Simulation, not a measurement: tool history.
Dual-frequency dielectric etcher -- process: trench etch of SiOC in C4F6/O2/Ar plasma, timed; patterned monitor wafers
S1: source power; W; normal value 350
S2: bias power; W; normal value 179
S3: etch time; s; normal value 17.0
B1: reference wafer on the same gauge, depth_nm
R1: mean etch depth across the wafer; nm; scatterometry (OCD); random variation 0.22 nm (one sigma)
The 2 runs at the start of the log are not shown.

run   hour   S1   S2    S3     B1     R1
  3   95.2  300  179  17.0  35.59  34.25
  4  140.4  300  179  17.0  35.61  34.90
  5  190.4  300  179  17.0  35.58  35.31
  6  253.2  350  179  17.0  35.62  37.28
  7  302.2  350  179  17.0  35.61  37.18
  8  370.0  350  179  17.0  35.56  38.01
     451.9  -- wet clean of the chamber
  9  452.4  350  165  17.0  35.60  35.40
 10  484.3  350  165  17.0  35.60  35.97
 11  547.7  350  165  17.0  35.61  35.93
     601.9  -- source power generator calibrated
     618.1  -- upper electrode replaced
 12  618.6  350  179  17.0  35.60  36.69
 13  658.8  380  206  17.0  35.61  39.81
 14  691.1  380  206  17.0  35.58  40.20
 15  729.1  350  179  19.5  35.57  42.79
 16  791.2  270  179  17.0  35.65  34.14
 17  837.9  350  146  21.5  35.61  45.44
 18  877.2  330  193  17.0  35.59  37.77
     912.0  -- bias power generator calibrated
     938.9  -- wet clean of the chamber
 19  939.4  410  179  17.0  35.56  38.23

For run 20, what comes out?
 20  1005.5  270  143  18.5   ?   ?

{"run 20": {"B1": 35.59, "R1": 33.71}}
Without the tool's hidden state the same run would have given R1 33.55 nm.
